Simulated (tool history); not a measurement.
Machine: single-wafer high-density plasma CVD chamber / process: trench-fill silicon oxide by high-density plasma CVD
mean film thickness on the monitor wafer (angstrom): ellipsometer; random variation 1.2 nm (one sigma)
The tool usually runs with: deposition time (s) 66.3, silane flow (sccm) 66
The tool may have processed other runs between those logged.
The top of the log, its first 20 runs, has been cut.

run    hour  deposition time (s)  silane flow (sccm)  read-back reference wafer on the same gauge, thickness_nm  mean film thickness on the monitor wafer (angstrom)
 21  1398.5                 66.3                  66                                                    470.076                                              4471.11
 22  1446.8                 66.3                  71                                                    470.314                                              4808.90
 23  1507.9                 55.9                  74                                                    469.586                                              4223.82
 24  1599.1                 57.1                  75                                                    469.806                                              4356.30
 25  1666.3                 77.2                  62                                                    470.686                                              4882.29
 26  1765.9                 59.0                  72                                                    469.950                                              4363.40
 27  1807.1                 66.3                  66                                                    469.845                                              4483.41
     1824.4  -- silane flow controller replaced
 28  2039.9                 79.2                  58                                                    469.531                                              4569.03
 29  2118.8                 66.3                  66                                                    469.887                                              4332.96
 30  2200.6                 55.9                  54                                                    470.460                                              2992.89
 31  2282.2                 70.7                  62                                                    469.777                                              4347.27
     2348.6  -- gauge calibrated
 32  2375.9                 56.1                  72                                                    470.093                                              4021.17
 33  2481.2                 54.7                  75                                                    469.834                                              4055.72
 34  2521.1                 66.3                  76                                                    469.908                                              5017.20
 35  2587.8                 72.7                  79                                                    469.930                                              5715.22
 36  2811.3                 66.3                  66                                                    470.656                                              4344.62
 37  2861.1                 66.3                  66                                                    470.480                                              4361.60
 38  2931.5                 62.5                  55                                                    469.991                                              3395.23
 39  2976.2                 66.3                  66                                                    469.922                                              4354.06
 40  3081.6                 66.3                  58                                                    469.825                                              3830.13
 41  3177.1                 66.3                  66                                                    470.175                                              4357.12
 42  3215.2                 66.3                  74                                                    469.717                                              4875.07
 43  3285.9                 66.3                  58                                                    469.766                                              3820.34
 44  3391.1                 57.1                  75                                                    469.678                                              4281.49
 45  3473.0                 54.6                  66                                                    470.227                                              3616.76

Here are 5 independent what-if runs from the current tool condition. What would each one return?
  A  3473.4                 60.1                  66                                                          ?                                                    ?
  B  3473.4                 66.3                  54                                                          ?                                                    ?
  C  3473.4                 70.7                  56                                                          ?                                                    ?
  D  3473.4                 70.4                  58                                                          ?                                                    ?
  E  3473.4                 60.2                  57                                                          ?                                                    ?

run  read-back reference wafer on the same gauge, thickness_nm  mean film thickness on the monitor wafer (angstrom)
  A                                                    470.363                                              3976.06
  B                                                    470.363                                              3588.74
  C                                                    470.363                                              3968.65
  D                                                    470.363                                              4092.94
  E                                                    470.363                                              3439.59
Take away the tool's hidden state, keep each run's random variation, and the runs would have read:
run  mean film thickness on the monitor wafer (angstrom)
  A                                              3954.97
  B                                              3569.70
  C                                              3947.59
  D                                              4071.22
  E                                              3421.33
